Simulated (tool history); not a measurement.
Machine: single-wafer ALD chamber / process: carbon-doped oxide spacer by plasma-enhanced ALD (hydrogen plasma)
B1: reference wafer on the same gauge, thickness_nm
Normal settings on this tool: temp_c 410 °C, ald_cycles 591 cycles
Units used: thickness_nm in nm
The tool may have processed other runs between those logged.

Run 1, hour 0.0: usual settings; B1 29.305. Result: thickness_nm 29.609 nm.
Run 2, hour 42.6: usual settings; B1 29.293. Result: thickness_nm 29.476 nm.
Run 3, hour 74.3: usual settings; B1 29.306. Result: thickness_nm 29.438 nm.
Run 4, hour 137.5: usual settings but ald_cycles 499 cycles; B1 29.283. Result: thickness_nm 24.843 nm.
Run 5, hour 202.1: usual settings but ald_cycles 499 cycles; B1 29.316. Result: thickness_nm 24.959 nm.
Run 6, hour 253.3: usual settings but temp_c 406 °C, ald_cycles 644 cycles; B1 29.312. Result: thickness_nm 32.513 nm.
Run 7, hour 278.6: usual settings but temp_c 406 °C, ald_cycles 644 cycles; B1 29.306. Result: thickness_nm 32.506 nm.
Run 8, hour 335.0: usual settings; B1 29.307. Result: thickness_nm 29.561 nm.
Run 9, hour 371.5: usual settings; B1 29.300. Result: thickness_nm 29.443 nm.
Run 10, hour 397.8: usual settings; B1 29.306. Result: thickness_nm 29.526 nm.
Run 11, hour 458.0: usual settings; B1 29.313. Result: thickness_nm 29.555 nm.
At hour 487.3: gauge calibrated.
Run 12, hour 508.9: usual settings; B1 29.294. Result: thickness_nm 29.339 nm.
At hour 544.2: thermocouple changed; heater temperature recalibrated.
Run 13, hour 569.2: usual settings but temp_c 405 °C, ald_cycles 636 cycles; B1 29.298. Result: thickness_nm 32.943 nm.

Run 14 is up next; what results do you expect?
Run 14, hour 614.6: usual settings but ald_cycles 511 cycles; B1 ?. Result: thickness_nm ?.

Logged for run 14: B1 29.303, thickness_nm 26.019 nm.
Minus the tool's unlogged condition, the same run would have read thickness_nm 26.031 nm.
